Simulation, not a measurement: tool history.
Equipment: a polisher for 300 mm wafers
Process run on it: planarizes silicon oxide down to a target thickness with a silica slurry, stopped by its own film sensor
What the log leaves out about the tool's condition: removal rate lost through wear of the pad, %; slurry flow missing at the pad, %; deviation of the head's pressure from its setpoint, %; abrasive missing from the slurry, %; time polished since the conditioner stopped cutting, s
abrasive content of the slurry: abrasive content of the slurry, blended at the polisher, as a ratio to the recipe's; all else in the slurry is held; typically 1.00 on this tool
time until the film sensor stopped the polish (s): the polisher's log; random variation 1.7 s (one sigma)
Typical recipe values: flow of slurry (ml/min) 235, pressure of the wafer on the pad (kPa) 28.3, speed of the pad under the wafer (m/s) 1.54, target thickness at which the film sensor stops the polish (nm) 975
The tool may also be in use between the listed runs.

| run | hour | flow of slurry (ml/min) | pressure of the wafer on the pad (kPa) | speed of the pad under the wafer (m/s) | abrasive content of the slurry | target thickness at which the film sensor stops the polish (nm) | wafers since the last listed run | wafers polished on this pad | hours since the slurry nozzle was cleaned | hours since the head pressure was calibrated | hours since the slurry blender was calibrated | hours since the conditioning disc was replaced | incoming thickness of the incoming film, nm | time until the film sensor stopped the polish (s) |
|---|---|---|---|---|---|---|---|---|---|---|---|---|---|---|
| 1 | 0.0 | 205 | 28.3 | 1.54 | 1.10 | 975 | 0 | 1409 | 208.2 | 205.8 | 53.7 | 85.4 | 1327.8 | 117.9 |
| 2 | 63.4 | 205 | 28.3 | 1.54 | 1.10 | 975 | 747 | 2156 | 271.6 | 269.2 | 117.1 | 148.8 | 1292.9 | 109.7 |
| 3 | 104.7 | 205 | 28.3 | 1.54 | 1.10 | 975 | 486 | 2643 | 312.9 | 310.5 | 158.4 | 190.1 | 1320.3 | 120.9 |
|  | 123.7 | worn pad replaced by a new one |
|  | 132.4 | slurry nozzle cleaned |
|  | 140.6 | slurry blender recalibrated |
| 4 | 141.1 | 235 | 28.3 | 1.54 | 1.00 | 975 | 346 | 169 | 8.7 | 346.9 | 0.5 | 226.5 | 1306.7 | 96.8 |
| 5 | 178.4 | 235 | 28.3 | 1.54 | 1.00 | 975 | 439 | 608 | 46.0 | 384.2 | 37.8 | 263.8 | 1318.3 | 107.5 |
| 6 | 228.7 | 235 | 28.3 | 1.54 | 1.10 | 975 | 592 | 1201 | 96.3 | 434.5 | 88.1 | 314.1 | 1301.0 | 104.0 |
|  | 273.5 | conditioning disc replaced and pad reconditioned |
| 7 | 294.7 | 235 | 28.3 | 1.54 | 1.10 | 975 | 754 | 1955 | 162.3 | 500.5 | 154.1 | 21.2 | 1306.2 | 104.3 |
| 8 | 327.6 | 235 | 28.3 | 1.54 | 0.80 | 1039 | 387 | 2343 | 195.2 | 533.4 | 187.0 | 54.1 | 1337.5 | 118.2 |
|  | 349.8 | slurry blender recalibrated |
|  | 358.1 | worn pad replaced by a new one |
| 9 | 389.5 | 235 | 28.3 | 1.68 | 1.00 | 975 | 658 | 370 | 257.1 | 595.3 | 39.7 | 116.0 | 1297.8 | 100.4 |
|  | 427.9 | slurry nozzle cleaned |
| 10 | 428.4 | 235 | 28.3 | 1.38 | 1.10 | 1024 | 446 | 816 | 0.5 | 634.2 | 78.6 | 154.9 | 1317.2 | 95.4 |
| 11 | 466.5 | 235 | 20.0 | 1.88 | 0.70 | 934 | 448 | 1265 | 38.6 | 672.3 | 116.7 | 193.0 | 1311.3 | 185.6 |
| 12 | 506.0 | 235 | 28.3 | 1.54 | 0.75 | 871 | 465 | 1731 | 78.1 | 711.8 | 156.2 | 232.5 | 1325.4 | 188.1 |
|  | 554.5 | worn pad replaced by a new one |
| 13 | 555.0 | 235 | 28.3 | 1.38 | 1.20 | 1015 | 530 | 5 | 127.1 | 760.8 | 205.2 | 281.5 | 1304.5 | 85.3 |
|  | 594.3 | slurry blender recalibrated |
|  | 647.5 | conditioning disc replaced and pad reconditioned |
| 14 | 704.0 | 235 | 28.3 | 1.54 | 1.00 | 975 | 1708 | 1714 | 276.1 | 909.8 | 109.7 | 56.5 | 1332.2 | 127.8 |
|  | 728.1 | head pressure recalibrated |
|  | 744.1 | worn pad replaced by a new one |
|  | 767.7 | slurry nozzle cleaned |
|  | 808.4 | slurry blender recalibrated |
| 15 | 904.3 | 205 | 28.3 | 1.54 | 1.10 | 975 | 2254 | 1852 | 136.6 | 176.2 | 95.9 | 256.8 | 1285.8 | 103.3 |
| 16 | 975.1 | 155 | 28.3 | 1.54 | 1.15 | 928 | 834 | 2687 | 207.4 | 247.0 | 166.7 | 327.6 | 1302.7 | 128.3 |
|  | 985.4 | worn pad replaced by a new one |
|  | 1004.8 | conditioning disc replaced and pad reconditioned |
| 17 | 1011.4 | 235 | 28.3 | 1.54 | 1.00 | 975 | 357 | 282 | 243.7 | 283.3 | 203.0 | 6.6 | 1312.7 | 103.9 |
|  | 1053.8 | slurry blender recalibrated |
| 18 | 1080.9 | 255 | 25.5 | 1.54 | 1.00 | 975 | 795 | 1077 | 313.2 | 352.8 | 27.1 | 76.1 | 1288.3 | 117.7 |
|  | 1092.9 | slurry nozzle cleaned |
| 19 | 1110.5 | 235 | 28.3 | 1.08 | 1.20 | 975 | 337 | 1414 | 17.6 | 382.4 | 56.7 | 105.7 | 1298.3 | 123.0 |

Alternative continuations, all from the tool just after run 19; predict every row:
| A | 1110.9 | 235 | 37.2 | 1.54 | 1.00 | 975 | 4 | 1419 | 18.0 | 382.8 | 57.1 | 106.1 | 1306.0 | ? |
| B | 1110.9 | 235 | 28.3 | 1.38 | 1.25 | 975 | 4 | 1419 | 18.0 | 382.8 | 57.1 | 106.1 | 1306.0 | ? |
| C | 1110.9 | 235 | 37.9 | 1.54 | 1.10 | 975 | 4 | 1419 | 18.0 | 382.8 | 57.1 | 106.1 | 1306.0 | ? |
| D | 1110.9 | 235 | 28.3 | 1.54 | 1.00 | 1037 | 4 | 1419 | 18.0 | 382.8 | 57.1 | 106.1 | 1306.0 | ? |

| run | time until the film sensor stopped the polish (s) |
|---|---|
| A | 81.4 |
| B | 103.9 |
| C | 76.1 |
| D | 87.1 |
Take away the tool's hidden state, keep each run's random variation, and the runs would have read:
| run | time until the film sensor stopped the polish (s) |
|---|---|
| A | 70.1 |
| B | 89.6 |
| C | 65.6 |
| D | 75.1 |
